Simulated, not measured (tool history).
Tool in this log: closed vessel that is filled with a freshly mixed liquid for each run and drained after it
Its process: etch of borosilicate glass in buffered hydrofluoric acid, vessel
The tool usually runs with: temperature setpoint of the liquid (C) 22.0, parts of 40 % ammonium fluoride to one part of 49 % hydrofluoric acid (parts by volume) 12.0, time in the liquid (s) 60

| run | hour | temperature setpoint of the liquid (C) | parts of 40 % ammonium fluoride to one part of 49 % hydrofluoric acid (parts by volume) | time in the liquid (s) | wafers since the last listed run | hours since the thermometer was replaced | hours since the hydrofluoric acid flow meter was replaced | hours since the gauge calibration | read-back film thickness of the borosilicate glass reference wafer, read on the same gauge (nm) | thickness taken off the borosilicate glass on a monitor wafer (angstrom) |
|---|---|---|---|---|---|---|---|---|---|---|
| 1 | 0.0 | 22.0 | 12.0 | 60 | 0 | 1416.4 | 1933.4 | 227.8 | 40.02 | 496.9 |
| 2 | 26.3 | 22.0 | 12.0 | 60 | 3611 | 1442.7 | 1959.7 | 254.1 | 40.00 | 487.3 |
| 3 | 54.8 | 22.0 | 12.0 | 60 | 3913 | 1471.2 | 1988.2 | 282.6 | 40.00 | 490.7 |
| 4 | 80.7 | 22.0 | 12.0 | 60 | 3556 | 1497.1 | 2014.1 | 308.5 | 40.01 | 487.2 |
| 5 | 108.0 | 22.0 | 12.0 | 60 | 3749 | 1524.4 | 2041.4 | 335.8 | 40.02 | 487.6 |
|  | 200.1 | gauge calibrated |
| 6 | 214.3 | 22.0 | 12.0 | 60 | 14598 | 1630.7 | 2147.7 | 14.2 | 40.01 | 486.8 |
| 7 | 229.1 | 22.0 | 12.0 | 60 | 2032 | 1645.5 | 2162.5 | 29.0 | 40.00 | 484.5 |
| 8 | 244.4 | 22.0 | 12.0 | 60 | 2101 | 1660.8 | 2177.8 | 44.3 | 39.99 | 482.0 |
| 9 | 258.7 | 22.0 | 12.0 | 60 | 1963 | 1675.1 | 2192.1 | 58.6 | 39.97 | 484.6 |
| 10 | 274.1 | 22.0 | 12.0 | 60 | 2114 | 1690.5 | 2207.5 | 74.0 | 40.01 | 482.0 |
| 11 | 290.1 | 23.5 | 12.0 | 60 | 2197 | 1706.5 | 2223.5 | 90.0 | 40.00 | 521.5 |
|  | 298.1 | hydrofluoric acid flow meter replaced |
| 12 | 303.3 | 25.5 | 15.0 | 85 | 1675 | 1719.7 | 5.2 | 103.2 | 40.03 | 752.1 |
|  | 313.2 | thermometer replaced |
| 13 | 316.2 | 18.5 | 10.5 | 90 | 1634 | 3.0 | 18.1 | 116.1 | 39.99 | 784.1 |
| 14 | 350.9 | 17.0 | 8.5 | 80 | 4765 | 37.7 | 52.8 | 150.8 | 39.99 | 759.2 |
| 15 | 367.1 | 22.0 | 12.0 | 60 | 2224 | 53.9 | 69.0 | 167.0 | 39.96 | 541.2 |
| 16 | 399.4 | 22.0 | 13.5 | 30 | 4435 | 86.2 | 101.3 | 199.3 | 40.00 | 245.1 |
| 17 | 420.7 | 23.5 | 14.5 | 40 | 2925 | 107.5 | 122.6 | 220.6 | 39.99 | 329.0 |
| 18 | 467.5 | 18.0 | 8.5 | 30 | 6427 | 154.3 | 169.4 | 267.4 | 39.98 | 298.7 |
| 19 | 489.4 | 22.0 | 12.0 | 60 | 3007 | 176.2 | 191.3 | 289.3 | 39.99 | 542.1 |
| 20 | 516.2 | 22.0 | 12.0 | 60 | 3680 | 203.0 | 218.1 | 316.1 | 40.01 | 539.5 |
| 21 | 544.7 | 20.0 | 12.0 | 75 | 3913 | 231.5 | 246.6 | 344.6 | 39.98 | 608.3 |
| 22 | 568.2 | 22.0 | 12.0 | 60 | 3227 | 255.0 | 270.1 | 368.1 | 40.01 | 545.5 |

Here are 4 independent what-if runs from the current tool condition. What would each one return?
| A | 568.9 | 22.0 | 12.0 | 60 | 96 | 255.7 | 270.8 | 368.8 | ? | ? |
| B | 568.9 | 22.0 | 14.0 | 60 | 96 | 255.7 | 270.8 | 368.8 | ? | ? |
| C | 568.9 | 24.0 | 12.0 | 80 | 96 | 255.7 | 270.8 | 368.8 | ? | ? |
| D | 568.9 | 19.0 | 16.5 | 95 | 96 | 255.7 | 270.8 | 368.8 | ? | ? |

| run | read-back film thickness of the borosilicate glass reference wafer, read on the same gauge (nm) | thickness taken off the borosilicate glass on a monitor wafer (angstrom) |
|---|---|---|
| A | 39.97 | 545.4 |
| B | 39.97 | 468.2 |
| C | 39.97 | 809.9 |
| D | 39.97 | 534.3 |
The same runs, with their run-to-run variation unchanged, on a tool lacking any hidden condition would have given:
| run | thickness taken off the borosilicate glass on a monitor wafer (angstrom) |
|---|---|
| A | 556.4 |
| B | 477.7 |
| C | 826.3 |
| D | 545.2 |

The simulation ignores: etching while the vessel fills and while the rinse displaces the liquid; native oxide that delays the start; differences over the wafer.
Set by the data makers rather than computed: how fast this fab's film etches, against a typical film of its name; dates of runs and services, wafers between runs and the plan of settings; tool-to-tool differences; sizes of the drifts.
